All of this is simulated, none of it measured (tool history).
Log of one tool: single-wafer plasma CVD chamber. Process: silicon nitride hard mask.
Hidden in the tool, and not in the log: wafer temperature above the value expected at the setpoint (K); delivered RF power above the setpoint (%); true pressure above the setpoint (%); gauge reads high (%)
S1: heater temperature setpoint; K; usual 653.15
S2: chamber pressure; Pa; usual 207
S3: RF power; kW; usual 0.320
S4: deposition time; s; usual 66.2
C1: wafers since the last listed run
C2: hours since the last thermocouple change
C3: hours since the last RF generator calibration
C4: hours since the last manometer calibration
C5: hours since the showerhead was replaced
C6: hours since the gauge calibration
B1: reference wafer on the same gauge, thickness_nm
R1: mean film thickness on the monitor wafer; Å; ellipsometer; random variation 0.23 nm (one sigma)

run 1 hour=0.0 | S1=653.15 S2=207 S3=0.320 S4=66.2 | C1=0 C2=0.5 C3=1282.1 C4=23.2 C5=4523.3 C6=290.6 | B1=92.835 | R1=793.02
run 2 hour=32.7 | S1=653.15 S2=224 S3=0.320 S4=66.2 | C1=713 C2=33.2 C3=1314.8 C4=55.9 C5=4556.0 C6=323.3 | B1=92.916 | R1=820.04
run 3 hour=46.4 | S1=653.15 S2=224 S3=0.320 S4=66.2 | C1=299 C2=46.9 C3=1328.5 C4=69.6 C5=4569.7 C6=337.0 | B1=92.902 | R1=816.65
run 4 hour=79.3 | S1=653.15 S2=224 S3=0.320 S4=66.2 | C1=718 C2=79.8 C3=1361.4 C4=102.5 C5=4602.6 C6=369.9 | B1=92.897 | R1=820.43
run 5 hour=112.1 | S1=660.15 S2=207 S3=0.320 S4=56.8 | C1=715 C2=112.6 C3=1394.2 C4=135.3 C5=4635.4 C6=402.7 | B1=92.877 | R1=680.97
run 6 hour=138.7 | S1=653.15 S2=207 S3=0.320 S4=66.2 | C1=580 C2=139.2 C3=1420.8 C4=161.9 C5=4662.0 C6=429.3 | B1=92.890 | R1=795.47
run 7 hour=169.3 | S1=653.15 S2=207 S3=0.320 S4=66.2 | C1=667 C2=169.8 C3=1451.4 C4=192.5 C5=4692.6 C6=459.9 | B1=92.879 | R1=796.47
run 8 hour=192.5 | S1=638.15 S2=207 S3=0.320 S4=66.2 | C1=506 C2=193.0 C3=1474.6 C4=215.7 C5=4715.8 C6=483.1 | B1=92.900 | R1=805.17
run 9 hour=216.5 | S1=659.15 S2=207 S3=0.320 S4=55.2 | C1=523 C2=217.0 C3=1498.6 C4=239.7 C5=4739.8 C6=507.1 | B1=92.903 | R1=663.42
run 10 hour=246.6 | S1=647.15 S2=229 S3=0.280 S4=55.5 | C1=657 C2=247.1 C3=1528.7 C4=269.8 C5=4769.9 C6=537.2 | B1=92.908 | R1=637.49
run 11 hour=264.8 | S1=665.15 S2=207 S3=0.320 S4=57.2 | C1=397 C2=265.3 C3=1546.9 C4=288.0 C5=4788.1 C6=555.4 | B1=92.886 | R1=688.73
run 12 hour=283.4 | S1=668.15 S2=207 S3=0.320 S4=66.2 | C1=406 C2=283.9 C3=1565.5 C4=306.6 C5=4806.7 C6=574.0 | B1=92.923 | R1=795.36
-- hour=299.1 RF generator calibrated
run 13 hour=313.9 | S1=653.15 S2=207 S3=0.320 S4=66.2 | C1=491 C2=314.4 C3=14.8 C4=337.1 C5=4837.2 C6=604.5 | B1=92.853 | R1=798.80
run 14 hour=336.4 | S1=659.15 S2=207 S3=0.275 S4=66.2 | C1=491 C2=336.9 C3=37.3 C4=359.6 C5=4859.7 C6=627.0 | B1=92.879 | R1=718.40
-- hour=356.5 gauge calibrated
run 15 hour=364.9 | S1=653.15 S2=207 S3=0.320 S4=66.2 | C1=622 C2=365.4 C3=65.8 C4=388.1 C5=4888.2 C6=8.4 | B1=92.922 | R1=803.13
run 16 hour=392.0 | S1=653.15 S2=207 S3=0.320 S4=66.2 | C1=591 C2=392.5 C3=92.9 C4=415.2 C5=4915.3 C6=35.5 | B1=92.950 | R1=801.12
-- hour=401.7 showerhead replaced
run 17 hour=411.1 | S1=658.15 S2=165 S3=0.380 S4=53.0 | C1=242 C2=411.6 C3=112.0 C4=434.3 C5=9.4 C6=54.6 | B1=92.926 | R1=658.50
run 18 hour=438.5 | S1=653.15 S2=207 S3=0.320 S4=59.6 | C1=598 C2=439.0 C3=139.4 C4=461.7 C5=36.8 C6=82.0 | B1=92.931 | R1=724.28
run 19 hour=455.7 | S1=653.15 S2=207 S3=0.320 S4=66.2 | C1=375 C2=456.2 C3=156.6 C4=478.9 C5=54.0 C6=99.2 | B1=92.901 | R1=803.81
run 20 hour=474.4 | S1=653.15 S2=207 S3=0.280 S4=66.2 | C1=408 C2=474.9 C3=175.3 C4=497.6 C5=72.7 C6=117.9 | B1=92.919 | R1=734.51
run 21 hour=497.6 | S1=639.15 S2=183 S3=0.320 S4=66.2 | C1=506 C2=498.1 C3=198.5 C4=520.8 C5=95.9 C6=141.1 | B1=92.873 | R1=771.55
run 22 hour=528.9 | S1=667.15 S2=207 S3=0.320 S4=59.2 | C1=683 C2=529.4 C3=229.8 C4=552.1 C5=127.2 C6=172.4 | B1=92.976 | R1=716.44
run 23 hour=548.6 | S1=653.15 S2=207 S3=0.340 S4=59.1 | C1=430 C2=549.1 C3=249.5 C4=571.8 C5=146.9 C6=192.1 | B1=92.919 | R1=749.57
run 24 hour=563.0 | S1=653.15 S2=207 S3=0.320 S4=66.2 | C1=314 C2=563.5 C3=263.9 C4=586.2 C5=161.3 C6=206.5 | B1=92.910 | R1=808.05
run 25 hour=595.9 | S1=653.15 S2=207 S3=0.320 S4=66.2 | C1=718 C2=596.4 C3=296.8 C4=619.1 C5=194.2 C6=239.4 | B1=92.910 | R1=811.59
run 26 hour=623.9 | S1=647.15 S2=221 S3=0.345 S4=53.8 | C1=611 C2=624.4 C3=324.8 C4=647.1 C5=222.2 C6=267.4 | B1=92.905 | R1=708.96
run 27 hour=639.5 | S1=647.15 S2=207 S3=0.300 S4=70.9 | C1=340 C2=640.0 C3=340.4 C4=662.7 C5=237.8 C6=283.0 | B1=92.908 | R1=825.36
run 28 hour=663.9 | S1=653.15 S2=189 S3=0.340 S4=66.2 | C1=532 C2=664.4 C3=364.8 C4=687.1 C5=262.2 C6=307.4 | B1=92.899 | R1=812.73

Forecast each of these 5 alternatives for the next run:
run A hour=664.3 | S1=653.15 S2=207 S3=0.285 S4=66.2 | C1=8 C2=664.8 C3=365.2 C4=687.5 C5=262.6 C6=307.8 | B1=? | R1=?
run B hour=664.3 | S1=653.15 S2=256 S3=0.385 S4=66.2 | C1=8 C2=664.8 C3=365.2 C4=687.5 C5=262.6 C6=307.8 | B1=? | R1=?
run C hour=664.3 | S1=653.15 S2=256 S3=0.350 S4=66.2 | C1=8 C2=664.8 C3=365.2 C4=687.5 C5=262.6 C6=307.8 | B1=? | R1=?
run D hour=664.3 | S1=653.15 S2=207 S3=0.320 S4=59.1 | C1=8 C2=664.8 C3=365.2 C4=687.5 C5=262.6 C6=307.8 | B1=? | R1=?
run E hour=664.3 | S1=666.15 S2=207 S3=0.320 S4=66.2 | C1=8 C2=664.8 C3=365.2 C4=687.5 C5=262.6 C6=307.8 | B1=? | R1=?

run=A B1=92.886 R1=743.44
run=B B1=92.886 R1=988.32
run=C B1=92.886 R1=927.04
run=D B1=92.886 R1=722.04
run=E B1=92.886 R1=804.79
Without the tool's hidden state the same runs would have given:
run=A R1=727.98
run=B R1=969.94
run=C R1=909.80
run=D R1=707.03
run=E R1=788.06

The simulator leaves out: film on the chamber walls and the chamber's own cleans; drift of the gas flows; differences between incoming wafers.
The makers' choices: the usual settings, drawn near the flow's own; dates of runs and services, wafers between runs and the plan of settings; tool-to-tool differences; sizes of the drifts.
